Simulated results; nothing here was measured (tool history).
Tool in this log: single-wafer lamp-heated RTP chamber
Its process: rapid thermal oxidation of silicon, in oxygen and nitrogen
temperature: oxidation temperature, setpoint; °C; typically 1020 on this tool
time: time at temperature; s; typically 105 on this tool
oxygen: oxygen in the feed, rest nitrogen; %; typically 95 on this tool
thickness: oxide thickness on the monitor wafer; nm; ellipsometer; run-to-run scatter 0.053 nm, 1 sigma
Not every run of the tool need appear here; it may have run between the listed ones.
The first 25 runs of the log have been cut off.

run   hour  temperature  time  oxygen  wafers since the last listed run  wafers since the last pyrometer calibration  hours since the oxygen flow controller was replaced  hours since the gauge calibration  read-back reference wafer on the same gauge, thickness  thickness
 26  330.2         1040    69      86                               101                                          245                                                156.2                              164.6                                                   8.185      8.351
 27  347.5         1002   155      98                               222                                          468                                                173.5                              181.9                                                   8.177      9.674
 28  358.7         1006    64      66                               144                                          612                                                184.7                              193.1                                                   8.185      5.861
 29  372.0         1020    81      95                               171                                          783                                                198.0                              206.4                                                   8.169      8.175
 30  384.5          994    73      95                               160                                          944                                                210.5                              218.9                                                   8.180      6.377
 31  392.5         1020   105      95                               102                                         1047                                                218.5                              226.9                                                   8.178      9.169
 32  406.4          994    73      95                               178                                         1226                                                232.4                              240.8                                                   8.159      6.425
 33  423.5         1044   157      98                               220                                         1446                                                249.5                              257.9                                                   8.177     13.266
 34  436.4         1020   105      95                               166                                         1612                                                262.4                              270.8                                                   8.172      9.184
 35  450.4         1009    78      98                               180                                         1792                                                276.4                              284.8                                                   8.181      7.514
 36  474.1         1020   105      95                               305                                         2097                                                300.1                              308.5                                                   8.165      9.284
 37  483.6         1038   105      98                               122                                         2220                                                309.6                              318.0                                                   8.160     10.684
 38  496.3         1020   105      95                               163                                         2383                                                322.3                              330.7                                                   8.173      9.213

What if the next run were any one of these 4? Each begins from the tool's condition after run 38:
  A  496.7         1020   105      95                                 5                                         2388                                                322.7                              331.1                                                       ?          ?
  B  496.7         1046   105      95                                 5                                         2388                                                322.7                              331.1                                                       ?          ?
  C  496.7         1020   123      85                                 5                                         2388                                                322.7                              331.1                                                       ?          ?
  D  496.7         1000   105      98                                 5                                         2388                                                322.7                              331.1                                                       ?          ?

run  read-back reference wafer on the same gauge, thickness  thickness
  A                                                   8.172      9.266
  B                                                   8.172     11.135
  C                                                   8.172      9.573
  D                                                   8.172      8.096
Without the tool's unlogged condition, the same runs would have read:
run  thickness
  A      9.042
  B     10.875
  C      9.341
  D      7.895
